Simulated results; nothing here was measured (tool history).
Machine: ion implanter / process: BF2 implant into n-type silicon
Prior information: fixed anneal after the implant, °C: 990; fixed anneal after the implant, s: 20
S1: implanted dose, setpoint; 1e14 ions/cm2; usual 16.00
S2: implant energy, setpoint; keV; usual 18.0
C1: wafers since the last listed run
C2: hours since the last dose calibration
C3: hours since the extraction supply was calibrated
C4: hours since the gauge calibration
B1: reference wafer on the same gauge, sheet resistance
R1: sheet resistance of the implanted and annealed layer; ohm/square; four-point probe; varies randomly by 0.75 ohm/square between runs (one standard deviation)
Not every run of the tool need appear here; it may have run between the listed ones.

run	day	S1	S2	C1	C2	C3	C4	B1	R1
1	0.000	16.00	14.5	0	1140.5	2282.0	39.3	160.94	221.56
2	0.392	16.00	15.0	124	1149.9	2291.4	48.7	161.19	217.55
3	0.679	16.00	15.0	91	1156.8	2298.3	55.6	161.32	216.77
4	1.308	17.30	18.0	200	1171.9	2313.4	70.7	160.97	197.81
5	3.400	16.00	16.5	667	1222.1	2363.6	120.9	161.11	208.66
6	3.771	16.00	16.5	118	1231.0	2372.5	129.8	161.03	208.89
7	4.442	16.00	18.0	213	1247.1	2388.6	145.9	161.30	199.85
8	5.158	16.00	18.0	228	1264.3	2405.8	163.1	160.90	201.43
9	6.829	13.35	14.5	532	1304.4	2445.9	203.2	161.16	225.74
10	7.354	13.35	14.5	167	1317.0	2458.5	215.8	160.99	225.65
11	7.783	13.35	14.5	136	1327.3	2468.8	226.1	161.09	225.23
12	8.283	16.00	21.0	159	1339.3	2480.8	238.1	160.94	186.24
13	8.538	16.00	21.0	81	1345.4	2486.9	244.2	161.00	185.62
14	9.033	16.00	21.0	158	1357.3	2498.8	256.1	161.09	185.76
15	9.467	16.00	18.0	138	1367.7	2509.2	266.5	161.29	199.80
16	11.438	16.00	18.0	628	1415.0	2556.5	313.8	160.93	200.80
# day 11.596: gauge calibrated
17	12.033	20.77	13.0	190	1429.3	2570.8	10.5	160.99	224.64
18	12.742	16.00	18.0	225	1446.3	2587.8	27.5	160.85	201.02
19	13.338	20.06	20.0	190	1460.6	2602.1	41.8	161.19	184.68
# day 13.750: extraction supply calibrated
20	13.771	16.00	18.0	31	1471.0	0.5	52.2	161.03	199.86
21	14.017	17.68	11.5	78	1476.9	6.4	58.1	161.12	239.53
22	14.454	14.40	13.0	139	1487.4	16.9	68.6	161.10	235.54
23	14.788	16.00	15.5	106	1495.4	24.9	76.6	160.97	213.28
24	15.312	17.96	15.5	167	1508.0	37.5	89.2	161.11	210.36
# day 15.950: Faraday cup replaced and dose calibrated
25	16.062	13.50	18.0	132	2.7	55.5	107.2	161.13	205.14
26	16.758	20.24	12.5	221	19.4	72.2	123.9	160.99	229.37
27	17.508	16.00	18.0	239	37.4	90.2	141.9	160.86	200.43
28	17.850	16.00	18.0	108	45.6	98.4	150.1	161.01	200.69
29	18.304	11.78	18.0	144	56.5	109.3	161.0	160.89	209.90
30	18.625	19.73	21.5	102	64.2	117.0	168.7	160.89	179.12
31	19.121	16.00	18.0	158	76.1	128.9	180.6	161.10	200.59
32	19.388	16.00	18.0	85	82.5	135.3	187.0	161.39	199.69
33	19.896	13.46	13.0	162	94.7	147.5	199.2	160.85	236.38
34	20.571	16.00	15.0	215	110.9	163.7	215.4	160.99	216.72
35	21.054	13.72	22.5	154	122.5	175.3	227.0	161.06	182.88
36	21.450	19.10	18.0	126	132.0	184.8	236.5	160.68	196.30
37	21.958	16.00	18.0	162	144.2	197.0	248.7	161.10	200.69
38	22.642	20.58	21.0	217	160.6	213.4	265.1	161.30	180.47

Each row is a separate what-if for the run after 38, all from the same tool condition, not one after another. Results?
A	22.658	16.00	23.0	5	161.0	213.8	265.5	?	?
B	22.658	12.76	22.0	5	161.0	213.8	265.5	?	?
C	22.658	13.10	14.5	5	161.0	213.8	265.5	?	?

run	B1	R1
A	160.91	177.69
B	160.91	188.10
C	160.91	226.88
Stripped of hidden state, with their random variation kept, the same runs would have yielded:
run	R1
A	177.69
B	188.10
C	226.88
